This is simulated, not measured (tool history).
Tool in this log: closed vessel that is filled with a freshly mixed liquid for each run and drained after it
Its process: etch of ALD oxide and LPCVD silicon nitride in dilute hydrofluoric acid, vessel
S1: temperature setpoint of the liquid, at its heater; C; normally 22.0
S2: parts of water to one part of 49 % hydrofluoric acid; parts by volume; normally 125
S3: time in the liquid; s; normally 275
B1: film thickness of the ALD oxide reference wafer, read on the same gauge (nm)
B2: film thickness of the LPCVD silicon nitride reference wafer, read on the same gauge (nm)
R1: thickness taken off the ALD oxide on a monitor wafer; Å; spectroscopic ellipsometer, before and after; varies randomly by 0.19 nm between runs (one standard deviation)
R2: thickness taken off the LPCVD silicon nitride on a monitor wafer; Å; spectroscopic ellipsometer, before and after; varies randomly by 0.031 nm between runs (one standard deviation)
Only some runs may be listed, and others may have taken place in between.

run    hour    S1   S2   S3      B1      B2     R1     R2
  1     0.0  20.0  125  275  140.00  39.987  216.1   7.57
  2    35.0  22.0  175  275  140.00  40.031  158.1   6.12
  3    66.2  22.0  175  275  140.00  40.009  158.9   6.69
  4   106.9  22.0  175  275  139.98  40.007  158.8   6.61
  5   178.4  26.5  125  275  139.97  40.006  276.0  11.22
  6   208.4  25.5  170  425  139.98  39.994  286.8  12.89
  7   256.3  24.5  165  200  140.00  39.963  136.9   5.76
  8   384.8  23.5   95  110  139.99  40.007  136.0   5.00
  9   461.5  19.5  155  420  139.99  40.017  253.8   9.54
 10   521.1  20.0  170  395  139.99  39.989  215.5   8.12
      680.5  -- gauge calibrated
 11   686.0  20.5  125  275  140.02  40.015  221.6   8.24
 12   736.3  26.0   95  400  140.02  39.995  543.7  21.47
 13   760.4  24.5  105  275  139.99  40.038  315.3  12.78
 14   791.9  22.0  125  275  140.03  40.003  235.1   9.41
 15   821.3  22.0  175  275  140.03  40.002  159.0   6.45
 16   879.3  20.5  110  415  140.01  40.000  388.4  13.34
 17   930.1  22.0  125  200  140.00  40.008  168.1   6.65
 18   963.6  24.5  125  275  140.00  40.001  259.8  10.25
 19  1000.9  22.0  125  275  140.00  39.993  233.7   8.52
 20  1055.4  25.0  125  175  140.00  39.983  168.1   7.07
 21  1125.9  19.0  105  190  139.97  39.999  174.9   5.84
 22  1195.5  20.5  170  340  140.00  40.018  192.3   7.30
 23  1235.5  26.5  155  275  139.98  39.985  217.8   9.89
 24  1270.6  22.0  125  370  140.00  40.004  312.0  12.23
 25  1302.4  25.5  125  275  140.00  40.012  268.7  11.83
 26  1341.0  18.5  125  275  140.00  40.045  202.6   7.67
 27  1365.9  22.0  125  275  140.01  39.977  229.5   8.82

Hidden state, per run?
liquid hotter than its thermometer reads (K): 0 in every run
hydrofluoric acid flow above the setpoint (%): 0 in every run
gauge reads high (%): 0 in every run

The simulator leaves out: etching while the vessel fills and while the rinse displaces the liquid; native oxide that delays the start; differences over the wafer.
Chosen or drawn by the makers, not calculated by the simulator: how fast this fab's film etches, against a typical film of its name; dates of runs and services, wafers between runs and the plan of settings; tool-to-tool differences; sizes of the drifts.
